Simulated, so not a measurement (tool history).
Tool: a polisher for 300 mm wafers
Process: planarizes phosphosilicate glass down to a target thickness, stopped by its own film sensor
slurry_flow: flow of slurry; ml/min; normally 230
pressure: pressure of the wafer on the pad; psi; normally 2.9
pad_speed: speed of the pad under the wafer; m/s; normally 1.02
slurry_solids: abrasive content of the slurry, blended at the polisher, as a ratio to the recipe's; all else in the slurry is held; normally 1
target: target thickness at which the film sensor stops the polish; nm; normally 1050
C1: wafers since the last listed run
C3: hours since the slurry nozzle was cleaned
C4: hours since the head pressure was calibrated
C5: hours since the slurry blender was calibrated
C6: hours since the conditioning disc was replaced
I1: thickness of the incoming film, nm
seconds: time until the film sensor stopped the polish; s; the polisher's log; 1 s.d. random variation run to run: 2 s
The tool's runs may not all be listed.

{"run": 1, "hour": 0.0, "slurry_flow": 230, "pressure": 2.9, "pad_speed": 1.02, "slurry_solids": 1, "target": 1050, "C1": 0, "wafers polished on this pad": 175, "C3": 262.7, "C4": 332.1, "C5": 253, "C6": 354.3, "I1": 2169, "seconds": 156.9}
{"hour": 6.1, "done": "slurry blender recalibrated"}
{"hour": 37.4, "done": "conditioning disc replaced and pad reconditioned"}
{"run": 2, "hour": 62.5, "slurry_flow": 230, "pressure": 2.9, "pad_speed": 1.02, "slurry_solids": 1, "target": 1050, "C1": 389, "wafers polished on this pad": 565, "C3": 325.2, "C4": 394.6, "C5": 56.4, "C6": 25.1, "I1": 2139.8, "seconds": 134.7}
{"run": 3, "hour": 103.8, "slurry_flow": 230, "pressure": 2.9, "pad_speed": 1.02, "slurry_solids": 1, "target": 1050, "C1": 275, "wafers polished on this pad": 840, "C3": 366.5, "C4": 435.9, "C5": 97.7, "C6": 66.4, "I1": 2103.3, "seconds": 132.3}
{"run": 4, "hour": 138.8, "slurry_flow": 230, "pressure": 2.9, "pad_speed": 1.02, "slurry_solids": 1, "target": 1050, "C1": 233, "wafers polished on this pad": 1073, "C3": 401.5, "C4": 470.9, "C5": 132.7, "C6": 101.4, "I1": 2149.5, "seconds": 146.1}
{"run": 5, "hour": 178.9, "slurry_flow": 230, "pressure": 2.9, "pad_speed": 1.02, "slurry_solids": 1, "target": 1050, "C1": 267, "wafers polished on this pad": 1340, "C3": 441.6, "C4": 511, "C5": 172.8, "C6": 141.5, "I1": 2106.8, "seconds": 152.4}
{"run": 6, "hour": 230.6, "slurry_flow": 230, "pressure": 2.9, "pad_speed": 1.02, "slurry_solids": 1, "target": 1050, "C1": 344, "wafers polished on this pad": 1685, "C3": 493.3, "C4": 562.7, "C5": 224.5, "C6": 193.2, "I1": 2133, "seconds": 162}
{"hour": 233.2, "done": "slurry blender recalibrated"}
{"hour": 247.9, "done": "worn pad replaced by a new one"}
{"run": 7, "hour": 297.7, "slurry_flow": 230, "pressure": 2.9, "pad_speed": 1.02, "slurry_solids": 1, "target": 1050, "C1": 407, "wafers polished on this pad": 332, "C3": 560.4, "C4": 629.8, "C5": 64.5, "C6": 260.3, "I1": 2112.8, "seconds": 151.1}
{"run": 8, "hour": 322.1, "slurry_flow": 230, "pressure": 2.9, "pad_speed": 1.02, "slurry_solids": 1, "target": 1050, "C1": 162, "wafers polished on this pad": 494, "C3": 584.8, "C4": 654.2, "C5": 88.9, "C6": 284.7, "I1": 2108, "seconds": 151.4}
{"hour": 332.2, "done": "slurry nozzle cleaned"}
{"run": 9, "hour": 375.2, "slurry_flow": 230, "pressure": 2.9, "pad_speed": 1.02, "slurry_solids": 1, "target": 1050, "C1": 347, "wafers polished on this pad": 841, "C3": 43, "C4": 707.3, "C5": 142, "C6": 337.8, "I1": 2103.7, "seconds": 150.5}
{"hour": 404.9, "done": "head pressure recalibrated"}
{"run": 10, "hour": 424.0, "slurry_flow": 230, "pressure": 2.9, "pad_speed": 1.02, "slurry_solids": 1, "target": 1050, "C1": 311, "wafers polished on this pad": 1153, "C3": 91.8, "C4": 19.1, "C5": 190.8, "C6": 386.6, "I1": 2115.6, "seconds": 156.7}
{"hour": 462.5, "done": "conditioning disc replaced and pad reconditioned"}
{"hour": 518.3, "done": "slurry blender recalibrated"}
{"hour": 544.6, "done": "worn pad replaced by a new one"}
{"run": 11, "hour": 622.8, "slurry_flow": 230, "pressure": 2.9, "pad_speed": 1.02, "slurry_solids": 1, "target": 1050, "C1": 1271, "wafers polished on this pad": 521, "C3": 290.6, "C4": 217.9, "C5": 104.5, "C6": 160.3, "I1": 2166.3, "seconds": 151.9}
{"run": 12, "hour": 680.8, "slurry_flow": 230, "pressure": 2.3, "pad_speed": 1.02, "slurry_solids": 1, "target": 1286, "C1": 386, "wafers polished on this pad": 907, "C3": 348.6, "C4": 275.9, "C5": 162.5, "C6": 218.3, "I1": 2115.7, "seconds": 138.6}
{"run": 13, "hour": 750.4, "slurry_flow": 230, "pressure": 2.9, "pad_speed": 1.02, "slurry_solids": 1, "target": 1050, "C1": 463, "wafers polished on this pad": 1371, "C3": 418.2, "C4": 345.5, "C5": 232.1, "C6": 287.9, "I1": 2160.2, "seconds": 162.8}
{"hour": 769.6, "done": "worn pad replaced by a new one"}
{"hour": 772.3, "done": "slurry blender recalibrated"}
{"run": 14, "hour": 798.1, "slurry_flow": 285, "pressure": 3.9, "pad_speed": 0.9, "slurry_solids": 0.85, "target": 1050, "C1": 277, "wafers polished on this pad": 176, "C3": 465.9, "C4": 393.2, "C5": 25.8, "C6": 335.6, "I1": 2133.8, "seconds": 140}
{"run": 15, "hour": 852.8, "slurry_flow": 230, "pressure": 2.9, "pad_speed": 0.8, "slurry_solids": 1, "target": 1050, "C1": 364, "wafers polished on this pad": 541, "C3": 520.6, "C4": 447.9, "C5": 80.5, "C6": 390.3, "I1": 2115.6, "seconds": 178}
{"hour": 861.4, "done": "conditioning disc replaced and pad reconditioned"}
{"run": 16, "hour": 897.0, "slurry_flow": 230, "pressure": 2.9, "pad_speed": 1.02, "slurry_solids": 0.7, "target": 689, "C1": 281, "wafers polished on this pad": 822, "C3": 564.8, "C4": 492.1, "C5": 124.7, "C6": 35.6, "I1": 2125.4, "seconds": 194.3}
{"run": 17, "hour": 924.9, "slurry_flow": 230, "pressure": 2.9, "pad_speed": 1.02, "slurry_solids": 1, "target": 1050, "C1": 185, "wafers polished on this pad": 1008, "C3": 592.7, "C4": 520, "C5": 152.6, "C6": 63.5, "I1": 2131, "seconds": 142.8}
{"run": 18, "hour": 962.9, "slurry_flow": 230, "pressure": 2.9, "pad_speed": 1.02, "slurry_solids": 1.25, "target": 1050, "C1": 253, "wafers polished on this pad": 1261, "C3": 630.7, "C4": 558, "C5": 190.6, "C6": 101.5, "I1": 2161.8, "seconds": 145.9}
{"hour": 1026.1, "done": "slurry blender recalibrated"}
{"hour": 1036.2, "done": "slurry nozzle cleaned"}
{"hour": 1038.7, "done": "worn pad replaced by a new one"}
{"hour": 1051.9, "done": "head pressure recalibrated"}
{"run": 19, "hour": 1139.3, "slurry_flow": 230, "pressure": 3.9, "pad_speed": 0.86, "slurry_solids": 0.9, "target": 1050, "C1": 1125, "wafers polished on this pad": 656, "C3": 103.1, "C4": 87.4, "C5": 113.2, "C6": 277.9, "I1": 2127.6, "seconds": 139.9}
{"run": 20, "hour": 1205.8, "slurry_flow": 230, "pressure": 2.9, "pad_speed": 1.02, "slurry_solids": 1, "target": 1050, "C1": 443, "wafers polished on this pad": 1099, "C3": 169.6, "C4": 153.9, "C5": 179.7, "C6": 344.4, "I1": 2118.2, "seconds": 158.3}
{"hour": 1209.7, "done": "conditioning disc replaced and pad reconditioned"}
{"hour": 1254.9, "done": "slurry blender recalibrated"}
{"run": 21, "hour": 1260.6, "slurry_flow": 230, "pressure": 2.9, "pad_speed": 1.02, "slurry_solids": 1, "target": 808, "C1": 338, "wafers polished on this pad": 1438, "C3": 224.4, "C4": 208.7, "C5": 5.7, "C6": 50.9, "I1": 2116.6, "seconds": 168.5}
{"hour": 1277.4, "done": "worn pad replaced by a new one"}
{"run": 22, "hour": 1300.9, "slurry_flow": 265, "pressure": 2.9, "pad_speed": 1.02, "slurry_solids": 1.3, "target": 1050, "C1": 241, "wafers polished on this pad": 156, "C3": 264.7, "C4": 249, "C5": 46, "C6": 91.2, "I1": 2149.4, "seconds": 130.1}

What was the tool's hidden state at every run in the log?
slurry flow missing at the pad, %: 0 at every run
deviation of the head's pressure from its setpoint, %: 0 at every run
abrasive missing from the slurry, %: 0 at every run
H1: removal rate lost through wear of the pad, %
H2: time polished since the conditioner stopped cutting, s
run=1 H1=0.133 H2=459
run=2 H1=1.13 H2=118
run=3 H1=2.39 H2=220
run=4 H1=3.82 H2=284
run=5 H1=5.89 H2=340
run=6 H1=9.21 H2=391
run=7 H1=0.575 H2=433
run=8 H1=0.996 H2=444
run=9 H1=2.48 H2=462
run=10 H1=4.54 H2=473
run=11 H1=1.65 H2=375
run=12 H1=3.38 H2=423
run=13 H1=6.68 H2=459
run=14 H1=0.212 H2=475
run=15 H1=1.06 H2=488
run=16 H1=2.35 H2=113
run=17 H1=3.45 H2=180
run=18 H1=5.29 H2=251
run=19 H1=1.51 H2=408
run=20 H1=3.99 H2=430
run=21 H1=6.95 H2=150
run=22 H1=0.236 H2=232
